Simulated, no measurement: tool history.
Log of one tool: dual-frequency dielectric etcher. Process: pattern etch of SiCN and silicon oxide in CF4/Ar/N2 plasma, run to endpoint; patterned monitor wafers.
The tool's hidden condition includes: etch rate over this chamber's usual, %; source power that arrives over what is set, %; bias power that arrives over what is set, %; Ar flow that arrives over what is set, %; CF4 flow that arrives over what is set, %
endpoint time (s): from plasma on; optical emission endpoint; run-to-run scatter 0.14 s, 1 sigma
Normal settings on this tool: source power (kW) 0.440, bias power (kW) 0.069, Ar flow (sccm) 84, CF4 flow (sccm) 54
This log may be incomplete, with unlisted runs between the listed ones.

run   hour  source power (kW)  bias power (kW)  Ar flow (sccm)  CF4 flow (sccm)  wafers since the last listed run  hours since the last wet clean  hours since the last source power generator calibration  hours since the last bias power generator calibration  hours since the last Ar flow controller change  hours since the last CF4 flow controller change  hours since the last upper electrode change  incoming incoming film thickness, nm  endpoint time (s)
  1    0.0              0.440            0.069              84               54                                 0                           199.3                                                   1890.1                                                 3536.3                                          5415.7                                           2769.4                                       4113.0                                 15.28               18.7
  2   43.0              0.440            0.069              84               54                               588                           242.3                                                   1933.1                                                 3579.3                                          5458.7                                           2812.4                                       4156.0                                 15.15               18.7
  3  113.3              0.440            0.069              84               54                               961                           312.6                                                   2003.4                                                 3649.6                                          5529.0                                           2882.7                                       4226.3                                 15.39               18.5
     232.5  -- wet clean of the chamber
  4  233.0              0.440            0.069              84               60                              1309                             0.5                                                   2123.1                                                 3769.3                                          5648.7                                           3002.4                                       4346.0                                 15.28               18.7
  5  244.5              0.460            0.069              84               54                               157                            12.0                                                   2134.6                                                 3780.8                                          5660.2                                           3013.9                                       4357.5                                 15.23               18.1
     287.9  -- bias power generator calibrated
     307.3  -- Ar flow controller replaced
  6  315.5              0.440            0.069              84               54                               834                            83.0                                                   2205.6                                                   27.6                                             8.2                                           3084.9                                       4428.5                                 15.23               19.0
  7  365.1              0.440            0.069              84               54                               678                           132.6                                                   2255.2                                                   77.2                                            57.8                                           3134.5                                       4478.1                                 15.24               18.9
     420.7  -- CF4 flow controller replaced
  8  424.6              0.510            0.069              64               43                               732                           192.1                                                   2314.7                                                  136.7                                           117.3                                              3.9                                       4537.6                                 15.46               16.1
     453.3  -- source power generator calibrated
     454.4  -- upper electrode replaced
  9  454.9              0.440            0.069              84               54                               345                           222.4                                                      1.6                                                  167.0                                           147.6                                             34.2                                          0.5                                 15.21               18.6
 10  523.8              0.340            0.080              77               42                               942                           291.3                                                     70.5                                                  235.9                                           216.5                                            103.1                                         69.4                                 15.27               25.0
 11  579.3              0.460            0.069              84               54                               759                           346.8                                                    126.0                                                  291.4                                           272.0                                            158.6                                        124.9                                 15.02               17.0

For run 12, what comes out?
 12  607.9              0.440            0.069              84               43                               391                           375.4                                                    154.6                                                  320.0                                           300.6                                            187.2                                        153.5                                 15.31                  ?

{"run 12": {"endpoint time (s)": 19.1}}
Take away the tool's hidden state, keep the run-to-run variation as it was, and the same run would have given endpoint time (s) 19.9.

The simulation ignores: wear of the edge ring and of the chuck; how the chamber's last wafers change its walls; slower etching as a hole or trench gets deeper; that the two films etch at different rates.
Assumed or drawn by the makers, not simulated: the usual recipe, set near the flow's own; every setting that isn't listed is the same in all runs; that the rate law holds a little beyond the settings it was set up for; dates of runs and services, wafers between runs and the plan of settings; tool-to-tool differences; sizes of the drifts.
